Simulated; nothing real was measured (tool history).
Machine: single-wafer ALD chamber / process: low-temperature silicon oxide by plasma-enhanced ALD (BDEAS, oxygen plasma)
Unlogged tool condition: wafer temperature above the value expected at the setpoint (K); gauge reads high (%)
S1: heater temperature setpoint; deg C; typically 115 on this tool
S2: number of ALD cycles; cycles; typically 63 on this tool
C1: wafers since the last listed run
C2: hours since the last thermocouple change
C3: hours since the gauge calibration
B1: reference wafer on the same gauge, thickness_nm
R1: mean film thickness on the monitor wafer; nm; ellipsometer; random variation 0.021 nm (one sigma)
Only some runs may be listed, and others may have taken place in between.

| run | hour | S1 | S2 | C1 | C2 | C3 | B1 | R1 |
|---|---|---|---|---|---|---|---|---|
| 1 | 0 | 115 | 63 | 0 | 1432.8 | 567.1 | 9.255 | 8.525 |
| 2 | 25.4 | 115 | 63 | 113 | 1458.2 | 592.5 | 9.255 | 8.507 |
| 3 | 58 | 115 | 63 | 145 | 1490.8 | 625.1 | 9.263 | 8.517 |
| 4 | 97.7 | 115 | 63 | 177 | 1530.5 | 664.8 | 9.272 | 8.539 |
| 5 | 111.4 | 115 | 63 | 61 | 1544.2 | 678.5 | 9.273 | 8.552 |
| 6 | 146.3 | 115 | 63 | 156 | 1579.1 | 713.4 | 9.286 | 8.52 |
| 7 | 165.6 | 115 | 63 | 86 | 1598.4 | 732.7 | 9.284 | 8.577 |
| 8 | 183.2 | 115 | 63 | 78 | 1616 | 750.3 | 9.287 | 8.541 |
| 9 | 213.3 | 115 | 63 | 134 | 1646.1 | 780.4 | 9.293 | 8.601 |
| 10 | 243.4 | 115 | 63 | 134 | 1676.2 | 810.5 | 9.3 | 8.581 |
| 11 | 257.3 | 115 | 63 | 62 | 1690.1 | 824.4 | 9.306 | 8.549 |
| 12 | 284.3 | 115 | 63 | 120 | 1717.1 | 851.4 | 9.302 | 8.545 |
| 13 | 308.6 | 115 | 63 | 108 | 1741.4 | 875.7 | 9.314 | 8.567 |
|  | 337.1 | gauge calibrated |
| 14 | 337.8 | 115 | 63 | 130 | 1770.6 | 0.7 | 9.151 | 8.43 |
| 15 | 363.6 | 119 | 63 | 115 | 1796.4 | 26.5 | 9.154 | 8.336 |
| 16 | 382.8 | 119 | 63 | 85 | 1815.6 | 45.7 | 9.162 | 8.397 |
|  | 412.2 | thermocouple changed; heater temperature recalibrated |
| 17 | 412.7 | 125 | 56 | 98 | 0.5 | 75.6 | 9.17 | 7.343 |
| 18 | 442.9 | 108 | 52 | 135 | 30.7 | 105.8 | 9.176 | 7.06 |
| 19 | 466.4 | 123 | 74 | 105 | 54.2 | 129.3 | 9.178 | 9.765 |

Predict the results of run 20:
| 20 | 487.4 | 121 | 55 | 94 | 75.2 | 150.3 | ? | ? |

Logged for run 20: B1 9.182, R1 7.287 nm.
Minus the tool's unlogged condition, the same run would have read R1 7.261 nm.
